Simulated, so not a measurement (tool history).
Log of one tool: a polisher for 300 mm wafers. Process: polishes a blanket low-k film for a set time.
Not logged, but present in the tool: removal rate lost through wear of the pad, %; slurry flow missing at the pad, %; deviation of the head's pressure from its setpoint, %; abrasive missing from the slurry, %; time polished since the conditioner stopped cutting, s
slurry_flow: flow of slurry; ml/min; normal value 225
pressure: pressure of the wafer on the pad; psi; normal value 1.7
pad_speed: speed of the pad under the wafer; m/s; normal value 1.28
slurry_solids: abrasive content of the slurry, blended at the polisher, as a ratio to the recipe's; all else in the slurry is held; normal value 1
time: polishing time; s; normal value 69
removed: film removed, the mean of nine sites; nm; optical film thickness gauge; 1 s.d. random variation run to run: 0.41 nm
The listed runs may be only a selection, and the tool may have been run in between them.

run    hour  slurry_flow  pressure  pad_speed  slurry_solids  time  wafers since the last listed run  wafers polished on this pad  hours since the slurry nozzle was cleaned  hours since the head pressure was calibrated  hours since the slurry blender was calibrated  hours since the conditioning disc was replaced  incoming thickness of the incoming film, nm  removed
  1       0          225       1.7       1.28              1    69                                 0                         6005                                      156.6                                         515.4                                          110.8                                             574                                        477.6     37.1
       28.4  -- worn pad replaced by a new one
  2      51          205       1.7       0.84           1.15    57                               409                          196                                      207.6                                         566.4                                          161.8                                             625                                        469.8     23.7
  3   120.3          175       1.7       1.28              1    51                               603                          800                                      276.9                                         635.7                                          231.1                                           694.3                                        466.3     25.9
  4   184.9          305       1.9       0.96              1    87                               562                         1362                                      341.5                                         700.3                                          295.7                                           758.9                                        465.3     43.9
      278.9  -- conditioning disc replaced and pad reconditioned
  5   317.2          165       1.7       1.28              1    69                              1134                         2497                                      473.8                                         832.6                                            428                                            38.3                                        468.5     34.8
  6   401.4          225       1.7       1.28              1    69                               733                         3230                                        558                                         916.8                                          512.2                                           122.5                                        476.1     36.3
  7   498.8          225       1.7       1.28              1    69                               848                         4079                                      655.4                                        1014.2                                          609.6                                           219.9                                        467.4     36.9
        526  -- head pressure recalibrated
  8   544.4          225       1.7       0.94              1    80                               379                         4458                                        701                                          18.4                                          655.2                                           265.5                                        468.7     34.1
      566.4  -- slurry blender recalibrated
      630.5  -- slurry nozzle cleaned
  9   637.6          225       1.4       1.14           0.85    54                               785                         5244                                        7.1                                         111.6                                           71.2                                           358.7                                        469.7     19.4
      722.3  -- worn pad replaced by a new one
 10   727.6          245       1.7       1.28              1    69                               749                           46                                       97.1                                         201.6                                          161.2                                           448.7                                        468.2     37.3
 11   806.1          225       1.9       1.72           1.25    69                               683                          729                                      175.6                                         280.1                                          239.7                                           527.2                                        476.6     57.5
 12   909.6          225       1.7       1.28              1    69                               901                         1631                                      279.1                                         383.6                                          343.2                                           630.7                                        470.2     37.3
 13   997.2          225       1.2       1.28           1.15    69                               762                         2394                                      366.7                                         471.2                                          430.8                                           718.3                                        466.6       28
     1049.5  -- conditioning disc replaced and pad reconditioned
 14  1102.7          225       2.3       1.16              1    69                               901                         3295                                      472.2                                         576.7                                          536.3                                            53.2                                        473.8     45.6
 15  1169.3          300       1.7          1              1    69                               580                         3875                                      538.8                                         643.3                                          602.9                                           119.8                                        469.7     31.9
 16  1257.5          225       1.7       1.44              1    47                               768                         4643                                        627                                         731.5                                          691.1                                             208                                        471.2     27.5
 17  1351.5          225       1.7       1.28           1.25    69                               818                         5462                                        721                                         825.5                                          785.1                                             302                                        468.8       42
     1423.6  -- slurry blender recalibrated
 18  1449.7          225         2       1.28              1    69                               837                         6300                                      819.2                                         923.7                                           26.1                                           400.2                                        467.5     43.1
 19  1513.8          225       1.7       1.28            1.2    69                               558                         6858                                      883.3                                         987.8                                           90.2                                           464.3                                        472.9       40
     1521.9  -- worn pad replaced by a new one
     1535.6  -- slurry nozzle cleaned
 20  1556.4          175       1.7       1.28           1.25    69                               327                          291                                       20.8                                        1030.4                                          132.8                                           506.9                                        475.9     39.8
     1569.5  -- head pressure recalibrated
 21  1625.5          165       1.7       1.28              1    47                               584                          876                                       89.9                                            56                                          201.9                                             576                                        467.4       24
 22  1716.7          225       1.7       1.28              1    69                               794                         1670                                      181.1                                         147.2                                          293.1                                           667.2                                        467.8     36.7
 23  1770.8          185       1.7       0.96              1    69                               471                         2141                                      235.2                                         201.3                                          347.2                                           721.3                                        469.6     29.1
 24  1840.2          250       2.1       1.44              1    69                               604                         2746                                      304.6                                         270.7                                          416.6                                           790.7                                        473.7     50.6
     1853.7  -- conditioning disc replaced and pad reconditioned
 25  1907.3          225       1.7       1.54              1    69                               566                         3313                                      371.7                                         337.8                                          483.7                                            53.6                                        465.6     42.3

Give the tool's hidden conditions for every run:
removal rate lost through wear of the pad, %: 0 at every run
slurry flow missing at the pad, %: 0 at every run
deviation of the head's pressure from its setpoint, %: 0 at every run
abrasive missing from the slurry, %: 0 at every run
time polished since the conditioner stopped cutting, s: 0 at every run
